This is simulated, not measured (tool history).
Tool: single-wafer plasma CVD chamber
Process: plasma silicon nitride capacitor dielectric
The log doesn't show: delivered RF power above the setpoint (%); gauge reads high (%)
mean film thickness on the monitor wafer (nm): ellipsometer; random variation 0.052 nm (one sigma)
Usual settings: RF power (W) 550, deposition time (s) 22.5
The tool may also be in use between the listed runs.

run   hour  RF power (W)  deposition time (s)  wafers since the last listed run  hours since the last RF generator calibration  hours since the showerhead was replaced  hours since the gauge calibration  read-back reference wafer on the same gauge, thickness_nm  mean film thickness on the monitor wafer (nm)
  1      0           570                 22.5                                 0                                         1413.5                                   5079.7                              203.5                                                     35.895                                         34.802
  2   38.9           570                 22.5                               814                                         1452.4                                   5118.6                              242.4                                                     35.903                                         34.884
  3     95           570                 22.5                              1175                                         1508.5                                   5174.7                              298.5                                                     35.903                                         34.676
  4  136.2           550                 22.5                               863                                         1549.7                                   5215.9                              339.7                                                     35.897                                         34.579
  5  163.3           550                 22.5                               567                                         1576.8                                     5243                              366.8                                                     35.891                                         34.439
  6  223.3           485                 20.4                              1256                                         1636.8                                     5303                              426.8                                                     35.903                                         30.509
     230.3  -- gauge calibrated
     233.2  -- showerhead replaced
  7  259.2           550                 25.5                               584                                         1672.7                                       26                               28.9                                                     35.908                                         38.959
  8    290           550                 19.5                               645                                         1703.5                                     56.8                               59.7                                                     35.899                                         29.793
  9  321.5           570                 22.5                               659                                           1735                                     88.3                               91.2                                                     35.909                                         34.564
     432.5  -- RF generator calibrated
 10  527.6           550                 22.5                              4149                                           95.1                                    294.4                              297.3                                                       35.9                                         34.872
 11  579.2           580                 21.2                              1080                                          146.7                                      346                              348.9                                                     35.892                                         33.246
     600.1  -- gauge calibrated
 12  633.4           450                 23.8                              1135                                          200.9                                    400.2                               33.3                                                     35.897                                         35.456
 13  666.8           455                 18.9                               699                                          234.3                                    433.6                               66.7                                                     35.899                                         28.274
 14  703.7           505                 25.2                               772                                          271.2                                    470.5                              103.6                                                     35.892                                         38.353
 15  767.2           510                 21.2                              1330                                          334.7                                      534                              167.1                                                     35.899                                         32.309

The same runs without the tool's hidden state, with the same run-to-run variation:
run  mean film thickness on the monitor wafer (nm)
  1                                           35.2
  2                                         35.304
  3                                         35.126
  4                                         35.051
  5                                         34.925
  6                                         30.973
  7                                         39.576
  8                                         30.282
  9                                         35.153
 10                                         34.956
 11                                         33.329
 12                                         35.547
 13                                         28.349
 14                                         38.458
 15                                         32.405
